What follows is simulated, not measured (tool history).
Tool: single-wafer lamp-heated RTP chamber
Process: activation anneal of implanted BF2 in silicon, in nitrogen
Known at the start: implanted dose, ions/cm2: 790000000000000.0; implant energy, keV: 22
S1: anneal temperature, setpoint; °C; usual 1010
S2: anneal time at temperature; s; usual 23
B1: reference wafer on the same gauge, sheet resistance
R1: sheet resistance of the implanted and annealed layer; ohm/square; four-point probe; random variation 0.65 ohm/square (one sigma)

run	day	S1	S2	B1	R1
1	0	1010	23	159.19	182.19
2	2.175	1010	23	159.02	180.82
3	3.496	1010	23	158.97	181.13
4	6.133	1010	23	158.93	182.24
5	7.592	1010	23	158.98	179.66
6	10.529	1010	23	158.71	180.55
# day 11.504: pyrometer window cleaned and pyrometer calibrated
7	12.854	1010	23	159.13	180.17
8	15.121	1010	23	158.95	181.45
9	16.942	1010	23	158.78	180.05
10	19.417	1031	23	158.95	168.3
11	23.321	1031	23	158.93	167.41
12	25.933	1032	23	159.06	167.09
# day 28.75: pyrometer window cleaned and pyrometer calibrated
13	30.379	1032	23	159.02	167.34
14	32.992	1010	23	158.94	179.33
# day 33.438: reflector plate cleaned
15	37.954	1010	23	158.86	176.94
16	39.042	1010	23	159.17	175.84
17	41.179	1010	23	159.01	177.11
18	43.862	1010	23	159.11	175.93
# day 46.146: pyrometer window cleaned and pyrometer calibrated
# day 46.517: reflector plate cleaned, repeated, since the last time left the tool worse
19	46.538	1010	23	158.89	181.2
20	47.858	1010	23	159	182.61
21	49.138	994	13	159.04	206.21
# day 49.479: gauge calibrated
22	50.604	996	35	159.02	185.45
23	52.046	1032	35	159.11	161.76
24	53.6	1010	31	158.95	176.31
25	56.029	1010	33	159.1	175.46
26	58.917	1035	23	159	167.63
# day 60.688: pyrometer window cleaned and pyrometer calibrated
27	61.292	997	23	158.96	191.92
28	63.521	1000	23	158.78	189.9
29	66.508	1010	23	159.01	180.68
30	68.738	1010	23	159.1	180.98
31	70.162	1010	34	159	175.33
32	71.296	981	29	159	202.41
33	73.908	1010	23	158.98	180.44
34	76.271	986	31	159.16	196.48
# day 77.721: pyrometer window cleaned and pyrometer calibrated
35	78.296	1030	10	159.16	180.45

Forecast each of these 5 alternatives for the next run:
A	78.312	1010	32	?	?
B	78.312	988	23	?	?
C	78.312	992	35	?	?
D	78.312	1024	23	?	?
E	78.312	1037	28	?	?

run	B1	R1
A	159.06	174.24
B	159.06	199.07
C	159.06	187.33
D	159.06	171.03
E	159.06	162.56
Without the tool's hidden state the same runs would have given:
run	R1
A	176.7
B	202.71
C	190.61
D	172.92
E	163.92
